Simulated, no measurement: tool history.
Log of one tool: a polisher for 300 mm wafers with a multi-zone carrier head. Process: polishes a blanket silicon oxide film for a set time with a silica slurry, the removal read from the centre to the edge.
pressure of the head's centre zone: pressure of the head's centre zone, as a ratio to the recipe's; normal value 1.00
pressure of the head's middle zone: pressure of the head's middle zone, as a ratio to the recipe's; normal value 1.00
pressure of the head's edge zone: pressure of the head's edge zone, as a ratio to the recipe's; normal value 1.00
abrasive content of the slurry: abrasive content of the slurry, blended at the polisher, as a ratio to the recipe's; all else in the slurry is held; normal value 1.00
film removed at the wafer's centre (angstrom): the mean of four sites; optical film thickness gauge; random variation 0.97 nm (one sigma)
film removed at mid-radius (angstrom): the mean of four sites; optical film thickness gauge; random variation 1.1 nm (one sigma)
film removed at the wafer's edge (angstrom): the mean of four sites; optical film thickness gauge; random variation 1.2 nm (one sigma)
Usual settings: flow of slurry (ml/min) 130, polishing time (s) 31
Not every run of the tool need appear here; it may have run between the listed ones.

run     day  flow of slurry (ml/min)  pressure of the head's centre zone  pressure of the head's middle zone  pressure of the head's edge zone  abrasive content of the slurry  polishing time (s)  wafers since the last listed run  wafers polished on this pad  hours since the slurry nozzle was cleaned  hours since the centre zone pressure was calibrated  hours since the edge zone pressure was calibrated  hours since the carrier head's membrane was replaced  incoming thickness of the incoming film, nm  film removed at the wafer's centre (angstrom)  film removed at mid-radius (angstrom)  film removed at the wafer's edge (angstrom)
  1   0.000                      130                                1.00                                1.00                              1.00                            1.00                  31                                 0                          823                                       50.3                                                946.3                                              618.1                                                 619.5                                       1378.5                                           1257                                   1246                                         1288
  2   1.021                      130                                1.00                                1.00                              1.00                            1.00                  31                               297                         1120                                       74.8                                                970.8                                              642.6                                                 644.0                                       1424.8                                           1259                                   1274                                         1276
  3   1.558                      130                                1.00                                1.00                              1.00                            1.00                  31                               156                         1276                                       87.7                                                983.7                                              655.5                                                 656.9                                       1409.2                                           1248                                   1250                                         1300
      2.100  -- worn pad replaced by a new one
  4   2.562                      130                                1.00                                1.00                              1.00                            1.00                  31                               243                          134                                      111.8                                               1007.8                                              679.6                                                 681.0                                       1376.0                                           1265                                   1273                                         1296
  5   3.988                      130                                1.00                                1.00                              1.00                            1.00                  31                               414                          548                                      146.0                                               1042.0                                              713.8                                                 715.2                                       1389.2                                           1246                                   1244                                         1276
      4.283  -- carrier head's membrane replaced by a new one
  6   4.662                      130                                1.00                                1.00                              1.00                            0.80                  31                               135                          684                                      162.2                                               1058.2                                              730.0                                                   9.1                                       1415.5                                           1141                                   1137                                         1136
  7   5.238                      130                                1.00                                1.00                              1.00                            0.80                  31                               167                          851                                      176.0                                               1072.0                                              743.8                                                  22.9                                       1397.6                                           1126                                   1119                                         1154
  8   5.838                      130                                1.00                                1.00                              1.00                            0.80                  31                               174                         1026                                      190.4                                               1086.4                                              758.2                                                  37.3                                       1388.4                                           1118                                   1123                                         1174
      6.850  -- worn pad replaced by a new one
  9   6.871                      130                                1.00                                0.96                              1.00                            1.00                  31                               252                            6                                      215.2                                               1111.2                                              783.0                                                  62.1                                       1389.3                                           1241                                   1199                                         1276
 10   7.767                      130                                1.00                                1.00                              1.00                            1.00                  31                               260                          267                                      236.7                                               1132.7                                              804.5                                                  83.6                                       1378.3                                           1237                                   1219                                         1267
 11   8.383                      105                                1.03                                1.00                              1.00                            1.00                  31                               179                          446                                      251.5                                               1147.5                                              819.3                                                  98.4                                       1392.5                                           1184                                   1186                                         1242
 12   9.750                      130                                1.08                                1.00                              0.96                            0.75                  31                               397                          844                                      284.3                                               1180.3                                              852.1                                                 131.2                                       1382.3                                           1141                                   1054                                         1075
     10.138  -- slurry nozzle cleaned
     10.392  -- edge zone pressure recalibrated
 13  10.412                      130                                1.00                                1.00                              1.11                            0.75                  31                               156                         1000                                        6.6                                               1196.2                                                0.5                                                 147.1                                       1418.4                                           1117                                   1105                                         1184
     10.762  -- centre zone pressure recalibrated
     11.196  -- worn pad replaced by a new one
 14  11.217                      120                                1.00                                0.96                              0.96                            0.75                  31                               161                            5                                       25.9                                                 10.9                                               19.8                                                 166.4                                       1403.5                                           1081                                   1061                                         1090
 15  12.125                      130                                1.00                                1.00                              0.95                            0.75                  31                               264                          270                                       47.7                                                 32.7                                               41.6                                                 188.2                                       1376.3                                           1104                                   1105                                         1107
 16  12.867                      130                                1.00                                1.00                              0.90                            1.30                  34                               215                          485                                       65.5                                                 50.5                                               59.4                                                 206.0                                       1384.9                                           1510                                   1515                                         1496
 17  13.404                      100                                0.90                                1.08                              1.00                            1.00                  21                               156                          642                                       78.4                                                 63.4                                               72.3                                                 218.9                                       1418.2                                            749                                    867                                          841
 18  14.262                      130                                1.00                                1.00                              1.00                            1.00                  31                               249                          891                                       99.0                                                 84.0                                               92.9                                                 239.5                                       1409.5                                           1242                                   1257                                         1276
 19  15.762                      165                                0.90                                1.00                              1.00                            1.15                  35                               436                         1328                                      135.0                                                120.0                                              128.9                                                 275.5                                       1389.6                                           1416                                   1551                                         1540
     16.800  -- worn pad replaced by a new one
 20  17.246                      130                                1.00                                1.00                              1.11                            1.15                  31                               383                          129                                      170.6                                                155.6                                              164.5                                                 311.1                                       1368.8                                           1307                                   1318                                         1432

Alternative continuations, all from the tool just after run 20; predict every row:
  A  17.262                      130                                1.00                                1.10                              1.00                            1.00                  31                                 4                          134                                      171.0                                                156.0                                              164.9                                                 311.5                                       1417.0                                              ?                                      ?                                            ?
  B  17.262                      130                                1.00                                1.00                              0.94                            1.00                  42                                 4                          134                                      171.0                                                156.0                                              164.9                                                 311.5                                       1417.0                                              ?                                      ?                                            ?
  C  17.262                      100                                1.00                                1.00                              0.88                            1.00                  31                                 4                          134                                      171.0                                                156.0                                              164.9                                                 311.5                                       1417.0                                              ?                                      ?                                            ?
  D  17.262                      110                                0.94                                1.00                              0.94                            1.15                  31                                 4                          134                                      171.0                                                156.0                                              164.9                                                 311.5                                       1417.0                                              ?                                      ?                                            ?
  E  17.262                      145                                1.00                                1.00                              1.00                            0.80                  31                                 4                          134                                      171.0                                                156.0                                              164.9                                                 311.5                                       1417.0                                              ?                                      ?                                            ?

run  film removed at the wafer's centre (angstrom)  film removed at mid-radius (angstrom)  film removed at the wafer's edge (angstrom)
  A                                           1210                                   1326                                         1282
  B                                           1639                                   1680                                         1688
  C                                           1156                                   1192                                         1176
  D                                           1185                                   1278                                         1294
  E                                           1121                                   1147                                         1181
With the hidden condition removed and each run's random variation left untouched, the same runs would have given:
run  film removed at the wafer's centre (angstrom)  film removed at mid-radius (angstrom)  film removed at the wafer's edge (angstrom)
  A                                           1237                                   1352                                         1299
  B                                           1675                                   1713                                         1711
  C                                           1186                                   1219                                         1194
  D                                           1214                                   1306                                         1313
  E                                           1145                                   1168                                         1196

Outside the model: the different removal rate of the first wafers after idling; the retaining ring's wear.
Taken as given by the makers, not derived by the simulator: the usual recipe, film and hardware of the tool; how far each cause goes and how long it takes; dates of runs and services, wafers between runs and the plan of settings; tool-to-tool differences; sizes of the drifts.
